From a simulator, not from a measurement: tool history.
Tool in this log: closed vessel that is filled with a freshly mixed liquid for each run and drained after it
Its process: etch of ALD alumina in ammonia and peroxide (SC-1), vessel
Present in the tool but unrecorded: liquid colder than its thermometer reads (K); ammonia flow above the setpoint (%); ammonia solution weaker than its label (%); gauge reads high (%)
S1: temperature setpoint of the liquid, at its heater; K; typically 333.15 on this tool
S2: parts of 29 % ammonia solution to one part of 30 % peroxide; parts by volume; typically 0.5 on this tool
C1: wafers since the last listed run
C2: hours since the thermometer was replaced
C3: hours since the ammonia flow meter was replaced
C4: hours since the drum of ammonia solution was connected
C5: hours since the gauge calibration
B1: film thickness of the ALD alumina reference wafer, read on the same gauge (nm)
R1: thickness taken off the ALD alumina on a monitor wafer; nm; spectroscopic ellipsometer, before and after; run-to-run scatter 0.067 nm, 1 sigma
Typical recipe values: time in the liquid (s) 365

run 1 hour=0 | S1=333.15 S2=0.5 time_in_the_liquid_(s)=365 | C1=0 C2=1513.4 C3=656.8 C4=200.1 C5=1267.1 | B1=80.02 | R1=27.11
run 2 hour=62.3 | S1=333.15 S2=0.5 time_in_the_liquid_(s)=365 | C1=5902 C2=1575.7 C3=719.1 C4=262.4 C5=1329.4 | B1=79.99 | R1=27.01
run 3 hour=143 | S1=333.15 S2=0.5 time_in_the_liquid_(s)=365 | C1=7646 C2=1656.4 C3=799.8 C4=343.1 C5=1410.1 | B1=79.99 | R1=26.99
run 4 hour=225.7 | S1=333.15 S2=0.5 time_in_the_liquid_(s)=365 | C1=7835 C2=1739.1 C3=882.5 C4=425.8 C5=1492.8 | B1=79.96 | R1=27
run 5 hour=279.1 | S1=333.15 S2=0.5 time_in_the_liquid_(s)=240 | C1=5059 C2=1792.5 C3=935.9 C4=479.2 C5=1546.2 | B1=80.01 | R1=17.79
run 6 hour=317.8 | S1=333.15 S2=0.5 time_in_the_liquid_(s)=240 | C1=3666 C2=1831.2 C3=974.6 C4=517.9 C5=1584.9 | B1=79.97 | R1=17.78
run 7 hour=420.3 | S1=333.15 S2=0.5 time_in_the_liquid_(s)=240 | C1=9711 C2=1933.7 C3=1077.1 C4=620.4 C5=1687.4 | B1=80.01 | R1=17.72
run 8 hour=487.3 | S1=333.15 S2=0.6 time_in_the_liquid_(s)=500 | C1=6348 C2=2000.7 C3=1144.1 C4=687.4 C5=1754.4 | B1=79.97 | R1=37.56
run 9 hour=566.7 | S1=333.15 S2=0.6 time_in_the_liquid_(s)=500 | C1=7523 C2=2080.1 C3=1223.5 C4=766.8 C5=1833.8 | B1=79.97 | R1=37.5
-- hour=670.8 new drum of ammonia solution connected
-- hour=701.7 gauge calibrated
-- hour=765.2 ammonia flow meter replaced
run 10 hour=812.9 | S1=333.15 S2=0.6 time_in_the_liquid_(s)=500 | C1=23137 C2=2326.3 C3=47.7 C4=142.1 C5=111.2 | B1=80.01 | R1=37.08
run 11 hour=890.7 | S1=333.15 S2=0.5 time_in_the_liquid_(s)=365 | C1=7371 C2=2404.1 C3=125.5 C4=219.9 C5=189 | B1=80.01 | R1=26.7
run 12 hour=939.9 | S1=333.15 S2=0.5 time_in_the_liquid_(s)=365 | C1=4661 C2=2453.3 C3=174.7 C4=269.1 C5=238.2 | B1=79.99 | R1=26.72
run 13 hour=980.9 | S1=333.15 S2=0.5 time_in_the_liquid_(s)=365 | C1=3884 C2=2494.3 C3=215.7 C4=310.1 C5=279.2 | B1=79.99 | R1=26.78
run 14 hour=1052.5 | S1=333.15 S2=0.5 time_in_the_liquid_(s)=365 | C1=6784 C2=2565.9 C3=287.3 C4=381.7 C5=350.8 | B1=80.01 | R1=26.6
-- hour=1112.1 thermometer replaced
run 15 hour=1159.1 | S1=341.65 S2=0.5 time_in_the_liquid_(s)=180 | C1=10005 C2=47 C3=393.9 C4=488.3 C5=457.4 | B1=79.98 | R1=20.85
run 16 hour=1254.6 | S1=323.15 S2=0.35 time_in_the_liquid_(s)=365 | C1=9048 C2=142.5 C3=489.4 C4=583.8 C5=552.9 | B1=79.96 | R1=15.66
run 17 hour=1335.7 | S1=326.15 S2=0.5 time_in_the_liquid_(s)=480 | C1=7684 C2=223.6 C3=570.5 C4=664.9 C5=634 | B1=80.04 | R1=25.02
run 18 hour=1380.7 | S1=333.15 S2=0.65 time_in_the_liquid_(s)=160 | C1=4263 C2=268.6 C3=615.5 C4=709.9 C5=679 | B1=80.01 | R1=12.35
run 19 hour=1451.6 | S1=337.15 S2=0.7 time_in_the_liquid_(s)=265 | C1=6717 C2=339.5 C3=686.4 C4=780.8 C5=749.9 | B1=80 | R1=25.13
-- hour=1487.6 new drum of ammonia solution connected
run 20 hour=1500.9 | S1=333.15 S2=0.65 time_in_the_liquid_(s)=230 | C1=4576 C2=388.8 C3=735.7 C4=13.3 C5=799.2 | B1=80.02 | R1=17.73
run 21 hour=1599.4 | S1=333.15 S2=0.5 time_in_the_liquid_(s)=365 | C1=9332 C2=487.3 C3=834.2 C4=111.8 C5=897.7 | B1=80 | R1=27.3
run 22 hour=1645.8 | S1=333.15 S2=0.5 time_in_the_liquid_(s)=435 | C1=4396 C2=533.7 C3=880.6 C4=158.2 C5=944.1 | B1=80 | R1=32.66
run 23 hour=1742.7 | S1=333.15 S2=0.5 time_in_the_liquid_(s)=365 | C1=9181 C2=630.6 C3=977.5 C4=255.1 C5=1041 | B1=79.98 | R1=27.51
run 24 hour=1840.8 | S1=333.15 S2=0.35 time_in_the_liquid_(s)=365 | C1=9294 C2=728.7 C3=1075.6 C4=353.2 C5=1139.1 | B1=79.99 | R1=26.44
run 25 hour=1943.9 | S1=333.15 S2=0.55 time_in_the_liquid_(s)=365 | C1=9768 C2=831.8 C3=1178.7 C4=456.3 C5=1242.2 | B1=80 | R1=27.65

Expected results for the next run?
run 26 hour=2014.8 | S1=333.15 S2=0.5 time_in_the_liquid_(s)=365 | C1=6717 C2=902.7 C3=1249.6 C4=527.2 C5=1313.1 | B1=? | R1=?

B1: 80.02
R1: 27.29 nm
Were there no unlogged condition in the tool, this run, its random variation unchanged, would have produced R1 27.42 nm.
